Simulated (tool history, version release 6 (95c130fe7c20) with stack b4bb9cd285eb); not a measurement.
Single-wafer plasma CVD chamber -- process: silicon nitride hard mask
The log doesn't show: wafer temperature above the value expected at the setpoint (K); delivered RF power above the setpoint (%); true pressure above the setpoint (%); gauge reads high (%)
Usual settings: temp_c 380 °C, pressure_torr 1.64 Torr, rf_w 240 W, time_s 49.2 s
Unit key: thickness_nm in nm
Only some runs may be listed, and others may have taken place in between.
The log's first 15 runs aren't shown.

run,hour,temp_c,pressure_torr,rf_w,time_s,wafers since the last listed run,hours since the last thermocouple change,hours since the last RF generator calibration,hours since the last manometer calibration,hours since the showerhead was replaced,hours since the gauge calibration,"read-back reference wafer on the same gauge, thickness_nm",thickness_nm
16,447.0,370,1.98,275,53.0,835,158.6,961.3,467.0,415.6,398.3,45.717,59.412
17,464.4,380,1.64,240,45.2,444,176.0,978.7,484.4,433.0,415.7,45.702,44.198
18,490.0,392,2.04,240,57.6,654,201.6,1004.3,510.0,458.6,441.3,45.683,58.359
19,510.4,380,1.81,240,49.2,521,222.0,1024.7,530.4,479.0,461.7,45.694,48.984
# hour 528.7: RF generator calibrated
20,546.1,380,1.64,240,49.2,707,257.7,17.4,566.1,514.7,497.4,45.706,48.267
21,572.2,380,1.64,240,49.2,666,283.8,43.5,592.2,540.8,523.5,45.692,48.167
22,635.1,380,1.64,240,49.2,1606,346.7,106.4,655.1,603.7,586.4,45.684,48.174
23,654.7,384,1.64,265,49.2,500,366.3,126.0,674.7,623.3,606.0,45.692,51.152
24,687.9,380,1.64,240,40.4,848,399.5,159.2,707.9,656.5,639.2,45.738,39.799
25,713.2,366,1.64,240,49.2,646,424.8,184.5,733.2,681.8,664.5,45.697,48.416
26,748.5,384,1.64,270,49.2,901,460.1,219.8,768.5,717.1,699.8,45.677,52.091
27,763.8,370,1.86,260,57.5,390,475.4,235.1,783.8,732.4,715.1,45.698,61.118
28,796.5,380,1.64,240,40.7,835,508.1,267.8,816.5,765.1,747.8,45.715,39.941
29,814.1,380,1.64,240,49.2,449,525.7,285.4,834.1,782.7,765.4,45.675,48.351
30,827.1,394,1.51,240,49.2,332,538.7,298.4,847.1,795.7,778.4,45.716,47.349

Below are 3 alternative next runs, each starting from the tool's condition after run 30. Predict each:
A,827.5,380,1.64,240,49.2,10,539.1,298.8,847.5,796.1,778.8,?,?
B,827.5,386,1.32,225,43.0,10,539.1,298.8,847.5,796.1,778.8,?,?
C,827.5,388,1.36,220,45.3,10,539.1,298.8,847.5,796.1,778.8,?,?

run,"read-back reference wafer on the same gauge, thickness_nm",thickness_nm
A,45.741,48.224
B,45.741,38.736
C,45.741,40.386
Without the tool's hidden state the same runs would have given:
run,thickness_nm
A,48.224
B,38.736
C,40.386
